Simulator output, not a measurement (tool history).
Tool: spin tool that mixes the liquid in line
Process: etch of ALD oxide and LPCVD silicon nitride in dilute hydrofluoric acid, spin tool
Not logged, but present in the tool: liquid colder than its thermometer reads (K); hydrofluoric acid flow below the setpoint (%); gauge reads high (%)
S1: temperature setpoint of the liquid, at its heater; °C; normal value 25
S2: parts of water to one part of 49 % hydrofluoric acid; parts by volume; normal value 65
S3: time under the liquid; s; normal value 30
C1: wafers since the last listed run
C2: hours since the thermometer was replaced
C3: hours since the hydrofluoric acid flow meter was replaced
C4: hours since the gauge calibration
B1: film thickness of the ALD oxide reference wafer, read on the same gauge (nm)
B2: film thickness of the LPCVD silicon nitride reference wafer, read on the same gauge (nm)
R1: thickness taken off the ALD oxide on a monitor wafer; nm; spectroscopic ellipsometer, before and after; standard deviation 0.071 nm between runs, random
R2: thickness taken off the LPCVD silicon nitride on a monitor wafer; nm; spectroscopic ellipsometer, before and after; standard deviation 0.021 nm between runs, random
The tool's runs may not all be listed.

run,hour,S1,S2,S3,C1,C2,C3,C4,B1,B2,R1,R2
1,0,25,65,30,0,846.4,88.6,464.1,69.95,99.993,10.21,0.228
# hour 7.4: thermometer replaced
2,70.7,25,65,30,728,63.3,159.3,534.8,70.03,99.989,10.7,0.207
3,257.7,25,65,30,1954,250.3,346.3,721.8,69.99,99.985,10.48,0.231
# hour 259.3: gauge calibrated
4,310.1,25,65,30,547,302.7,398.7,50.8,69.99,99.98,10.52,0.223
5,354.9,25,65,30,468,347.5,443.5,95.6,69.97,99.978,10.42,0.209
6,386.3,25,65,30,328,378.9,474.9,127,69.95,100.013,10.54,0.227
7,411.2,25,65,30,260,403.8,499.8,151.9,69.98,100.016,10.47,0.2
8,460.1,25,65,30,511,452.7,548.7,200.8,70.01,99.957,10.57,0.21
9,489.8,25,65,30,310,482.4,578.4,230.5,70.02,100.01,10.31,0.228
10,557.6,25,80,30,708,550.2,646.2,298.3,69.98,99.994,8.26,0.161
11,581.9,25,80,30,253,574.5,670.5,322.6,69.99,100.004,8.21,0.145
12,610.1,25,80,30,294,602.7,698.7,350.8,69.97,100.014,8.22,0.173
13,681.4,25,65,30,745,674,770,422.1,70.04,100.008,10.38,0.195
14,706.2,25,65,30,259,698.8,794.8,446.9,69.95,100.024,10.29,0.222
15,749.8,26.5,65,15,455,742.4,838.4,490.5,70.01,99.967,5.49,0.121
16,815.3,28,50,45,684,807.9,903.9,556,70.01,99.995,22.88,0.506
17,867.9,23,45,40,549,860.5,956.5,608.6,70.05,99.968,18.55,0.32
# hour 893.5: hydrofluoric acid flow meter replaced
18,928,29.5,90,40,617,920.6,34.5,668.7,69.98,99.98,11.45,0.284
19,975.6,25,65,30,497,968.2,82.1,716.3,69.98,100.006,10.12,0.202
# hour 975.9: gauge calibrated
# hour 984.1: thermometer replaced
20,999.8,25,65,30,242,15.7,106.3,23.9,69.94,99.992,10.61,0.211
21,1058,23,90,20,608,73.9,164.5,82.1,69.97,99.969,4.55,0.109
22,1127.3,21.5,50,50,724,143.2,233.8,151.4,69.99,99.983,20.15,0.384
23,1163.3,23,40,15,376,179.2,269.8,187.4,70.01,100.014,8.19,0.132
24,1229.1,22.5,45,15,687,245,335.6,253.2,70.01,100.05,7.1,0.122
25,1260,25,65,30,322,275.9,366.5,284.1,70.01,99.974,10.61,0.214

Here are 5 independent what-if runs from the current tool condition. What would each one return?
A,1260.4,25,65,30,4,276.3,366.9,284.5,?,?,?,?
B,1260.4,20.5,90,45,4,276.3,366.9,284.5,?,?,?,?
C,1260.4,23,65,30,4,276.3,366.9,284.5,?,?,?,?
D,1260.4,25,45,20,4,276.3,366.9,284.5,?,?,?,?
E,1260.4,23.5,80,45,4,276.3,366.9,284.5,?,?,?,?

run,B1,B2,R1,R2
A,69.93,99.961,10.55,0.219
B,69.93,99.961,9.22,0.176
C,69.93,99.961,9.72,0.191
D,69.93,99.961,10.43,0.209
E,69.93,99.961,11.87,0.242
Without the tool's unlogged condition, the same runs would have read:
run,R1,R2
A,10.69,0.224
B,9.35,0.18
C,9.86,0.196
D,10.58,0.214
E,12.03,0.248
